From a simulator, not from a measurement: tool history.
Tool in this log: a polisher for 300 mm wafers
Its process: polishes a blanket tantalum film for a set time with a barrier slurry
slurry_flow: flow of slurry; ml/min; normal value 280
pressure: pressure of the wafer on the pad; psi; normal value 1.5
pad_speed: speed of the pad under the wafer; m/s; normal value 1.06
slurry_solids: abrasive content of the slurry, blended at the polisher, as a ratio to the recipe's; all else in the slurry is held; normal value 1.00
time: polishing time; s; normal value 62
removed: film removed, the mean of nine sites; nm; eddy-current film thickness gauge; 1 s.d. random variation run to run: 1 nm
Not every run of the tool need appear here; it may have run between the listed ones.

run,day,slurry_flow,pressure,pad_speed,slurry_solids,time,wafers since the last listed run,wafers polished on this pad,hours since the slurry nozzle was cleaned,hours since the head pressure was calibrated,hours since the slurry blender was calibrated,"incoming thickness of the incoming film, nm",removed
1,0.000,330,1.5,1.06,1.00,57,0,25,443.5,917.4,105.1,234.3,75.5
2,0.867,280,1.5,1.06,1.00,62,263,288,464.3,938.2,125.9,228.7,80.9
3,2.004,280,1.5,1.06,1.00,62,345,633,491.6,965.5,153.2,227.8,77.5
4,2.650,280,1.5,1.06,1.00,62,195,829,507.1,981.0,168.7,229.7,79.9
5,4.112,280,1.5,1.06,1.00,62,443,1273,542.2,1016.1,203.8,226.9,81.2
6,5.296,280,1.6,1.06,1.00,62,359,1632,570.6,1044.5,232.2,229.4,85.2
# day 5.667: slurry blender recalibrated
7,6.329,280,1.6,1.06,1.00,62,288,1920,595.4,1069.3,15.9,232.2,85.8
8,7.821,280,1.6,1.06,1.00,62,452,2373,631.2,1105.1,51.7,227.3,86.9
# day 9.654: worn pad replaced by a new one
9,11.321,280,1.5,1.06,0.80,62,1011,505,715.2,1189.1,135.7,233.2,71.3
10,12.592,280,1.5,1.06,0.80,62,385,891,745.7,1219.6,166.2,227.0,67.9
11,13.738,280,1.2,1.20,1.00,62,347,1238,773.2,1247.1,193.7,225.8,74.9
# day 15.212: slurry nozzle cleaned
# day 15.267: slurry blender recalibrated
12,15.350,375,1.5,1.06,1.00,75,459,1698,3.3,1285.8,2.0,230.2,100.2
13,16.683,280,1.6,1.06,1.00,62,404,2103,35.3,1317.8,34.0,230.9,86.8
14,18.133,280,1.5,1.06,1.00,62,440,2543,70.1,1352.6,68.8,226.8,79.3
# day 18.475: worn pad replaced by a new one
15,19.129,280,1.1,0.90,1.00,80,251,198,94.0,1376.5,92.7,230.0,68.5
16,20.579,280,1.8,0.86,0.90,44,440,638,128.8,1411.3,127.5,228.3,51.9
17,21.142,280,1.5,1.26,1.00,62,170,809,142.3,1424.8,141.0,228.2,98.0
18,22.062,280,1.5,1.06,1.00,62,279,1088,164.4,1446.9,163.1,234.2,81.7
19,23.358,280,1.5,1.06,0.85,73,393,1482,195.5,1478.0,194.2,227.6,86.9
20,24.658,280,1.1,1.06,1.00,62,394,1876,226.7,1509.2,225.4,232.0,61.1
# day 25.425: slurry blender recalibrated
# day 26.104: head pressure recalibrated
21,26.125,280,1.1,0.90,1.00,80,394,2271,261.9,0.5,16.8,227.3,62.0
22,27.250,340,1.5,1.06,1.20,62,341,2612,288.9,27.5,43.8,230.1,83.0
# day 28.162: worn pad replaced by a new one
23,28.412,280,1.5,1.06,1.00,62,302,76,316.8,55.4,71.7,233.0,72.6
24,29.288,280,1.5,1.06,1.00,74,265,341,337.8,76.4,92.7,228.8,88.7
25,30.700,280,1.7,1.30,0.70,83,428,770,371.7,110.3,126.6,234.7,106.4
26,31.600,280,1.5,1.06,1.25,74,273,1043,393.3,131.9,148.2,228.5,99.3
27,32.833,370,1.5,1.06,1.00,62,374,1417,422.9,161.5,177.8,229.8,78.6
28,33.708,370,1.3,1.32,1.15,62,265,1683,443.9,182.5,198.8,228.1,87.8
# day 34.138: slurry blender recalibrated
29,34.812,280,1.5,0.86,1.00,41,309,1992,470.4,209.0,16.2,232.7,40.0
30,36.042,280,1.5,0.90,0.75,62,373,2365,499.9,238.5,45.7,229.4,53.3

Below, each run's measurement less what the same run would have read without the hidden state. Both values contain the same run-to-run variation, but the gauge's scatter may not be the same in both:
The tool's hidden condition here consists of: removal rate lost through wear of the pad, %; slurry flow missing at the pad, %; deviation of the head's pressure from its setpoint, %; abrasive missing from the slurry, %.
run,removed
1,+4.2
2,+4.6
3,+4.5
4,+4.7
5,+4.9
6,+5.3
7,+5.4
8,+5.6
9,+4.9
10,+4.7
11,+5.4
12,+7.3
13,+6.5
14,+6.0
15,+5.4
16,+4.1
17,+7.9
18,+6.6
19,+7.2
20,+5.1
21,-0.1
22,-0.1
23,+0.1
24,+0.2
25,+0.4
26,+0.5
27,+0.5
28,+0.7
29,+0.4
30,+0.6

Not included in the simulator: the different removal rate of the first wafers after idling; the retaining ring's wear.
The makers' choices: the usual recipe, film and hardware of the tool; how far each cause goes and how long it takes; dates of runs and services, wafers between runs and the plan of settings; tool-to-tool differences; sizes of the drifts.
